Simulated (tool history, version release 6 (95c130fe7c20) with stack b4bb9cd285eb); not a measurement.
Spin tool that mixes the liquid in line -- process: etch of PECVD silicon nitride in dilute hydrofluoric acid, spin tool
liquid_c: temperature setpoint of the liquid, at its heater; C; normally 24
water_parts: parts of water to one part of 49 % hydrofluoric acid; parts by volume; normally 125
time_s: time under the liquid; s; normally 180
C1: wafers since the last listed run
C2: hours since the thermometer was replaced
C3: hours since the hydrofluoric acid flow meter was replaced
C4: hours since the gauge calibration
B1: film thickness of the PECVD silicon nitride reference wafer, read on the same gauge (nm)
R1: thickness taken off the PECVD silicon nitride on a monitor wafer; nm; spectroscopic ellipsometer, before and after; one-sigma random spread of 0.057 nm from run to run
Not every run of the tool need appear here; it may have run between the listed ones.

run 1 hour=0 | liquid_c=24 water_parts=125 time_s=180 | C1=0 C2=708.5 C3=389.7 C4=6 | B1=80.02 | R1=6.55
run 2 hour=13.2 | liquid_c=24 water_parts=125 time_s=180 | C1=60 C2=721.7 C3=402.9 C4=19.2 | B1=79.99 | R1=6.5
run 3 hour=29.7 | liquid_c=24 water_parts=125 time_s=180 | C1=75 C2=738.2 C3=419.4 C4=35.7 | B1=80.03 | R1=6.41
run 4 hour=41.9 | liquid_c=24 water_parts=125 time_s=180 | C1=55 C2=750.4 C3=431.6 C4=47.9 | B1=79.98 | R1=6.43
run 5 hour=54.7 | liquid_c=24 water_parts=125 time_s=180 | C1=58 C2=763.2 C3=444.4 C4=60.7 | B1=79.98 | R1=6.38
run 6 hour=63.8 | liquid_c=26 water_parts=125 time_s=205 | C1=41 C2=772.3 C3=453.5 C4=69.8 | B1=80.02 | R1=8.17
run 7 hour=76.8 | liquid_c=26 water_parts=125 time_s=205 | C1=59 C2=785.3 C3=466.5 C4=82.8 | B1=79.98 | R1=8.1
run 8 hour=93.1 | liquid_c=24 water_parts=125 time_s=180 | C1=74 C2=801.6 C3=482.8 C4=99.1 | B1=79.97 | R1=6.28
run 9 hour=103.6 | liquid_c=24 water_parts=125 time_s=180 | C1=47 C2=812.1 C3=493.3 C4=109.6 | B1=79.99 | R1=6.3
run 10 hour=115.2 | liquid_c=28 water_parts=125 time_s=180 | C1=52 C2=823.7 C3=504.9 C4=121.2 | B1=79.99 | R1=8.14
run 11 hour=122.1 | liquid_c=26 water_parts=125 time_s=180 | C1=31 C2=830.6 C3=511.8 C4=128.1 | B1=80.03 | R1=7.17
run 12 hour=138.1 | liquid_c=21.5 water_parts=175 time_s=90 | C1=72 C2=846.6 C3=527.8 C4=144.1 | B1=80.01 | R1=1.88
run 13 hour=153.2 | liquid_c=24 water_parts=125 time_s=180 | C1=68 C2=861.7 C3=542.9 C4=159.2 | B1=80.03 | R1=6.18
run 14 hour=159.7 | liquid_c=27.5 water_parts=150 time_s=75 | C1=29 C2=868.2 C3=549.4 C4=165.7 | B1=79.93 | R1=2.67
run 15 hour=168.1 | liquid_c=29 water_parts=125 time_s=230 | C1=38 C2=876.6 C3=557.8 C4=174.1 | B1=79.95 | R1=10.82
run 16 hour=181.4 | liquid_c=24 water_parts=125 time_s=130 | C1=60 C2=889.9 C3=571.1 C4=187.4 | B1=79.97 | R1=4.37
-- hour=195.3 thermometer replaced
-- hour=195.9 hydrofluoric acid flow meter replaced
run 17 hour=199.3 | liquid_c=24 water_parts=125 time_s=180 | C1=74 C2=4 C3=3.4 C4=205.3 | B1=80.01 | R1=8.2
run 18 hour=217.2 | liquid_c=26 water_parts=150 time_s=220 | C1=81 C2=21.9 C3=21.3 C4=223.2 | B1=79.98 | R1=9.42
-- hour=228.1 gauge calibrated
run 19 hour=234.3 | liquid_c=24 water_parts=125 time_s=180 | C1=77 C2=39 C3=38.4 C4=6.2 | B1=80 | R1=8.06
run 20 hour=248.8 | liquid_c=24 water_parts=90 time_s=180 | C1=66 C2=53.5 C3=52.9 C4=20.7 | B1=79.99 | R1=11.24
run 21 hour=266.5 | liquid_c=28.5 water_parts=125 time_s=180 | C1=80 C2=71.2 C3=70.6 C4=38.4 | B1=79.99 | R1=10.64
run 22 hour=273.8 | liquid_c=22.5 water_parts=145 time_s=180 | C1=33 C2=78.5 C3=77.9 C4=45.7 | B1=79.97 | R1=6.22
run 23 hour=289.2 | liquid_c=24 water_parts=125 time_s=130 | C1=70 C2=93.9 C3=93.3 C4=61.1 | B1=80 | R1=5.74

Forecast each of these 4 alternatives for the next run:
run A hour=289.7 | liquid_c=24 water_parts=125 time_s=180 | C1=2 C2=94.4 C3=93.8 C4=61.6 | B1=? | R1=?
run B hour=289.7 | liquid_c=20 water_parts=170 time_s=180 | C1=2 C2=94.4 C3=93.8 C4=61.6 | B1=? | R1=?
run C hour=289.7 | liquid_c=24 water_parts=125 time_s=290 | C1=2 C2=94.4 C3=93.8 C4=61.6 | B1=? | R1=?
run D hour=289.7 | liquid_c=26.5 water_parts=165 time_s=95 | C1=2 C2=94.4 C3=93.8 C4=61.6 | B1=? | R1=?

run=A B1=80.04 R1=7.9
run=B B1=80.04 R1=4.49
run=C B1=80.04 R1=12.72
run=D B1=80.04 R1=3.71
Take away the tool's hidden state, keep each run's random variation, and the runs would have read:
run=A R1=8.19
run=B R1=4.65
run=C R1=13.19
run=D R1=3.85

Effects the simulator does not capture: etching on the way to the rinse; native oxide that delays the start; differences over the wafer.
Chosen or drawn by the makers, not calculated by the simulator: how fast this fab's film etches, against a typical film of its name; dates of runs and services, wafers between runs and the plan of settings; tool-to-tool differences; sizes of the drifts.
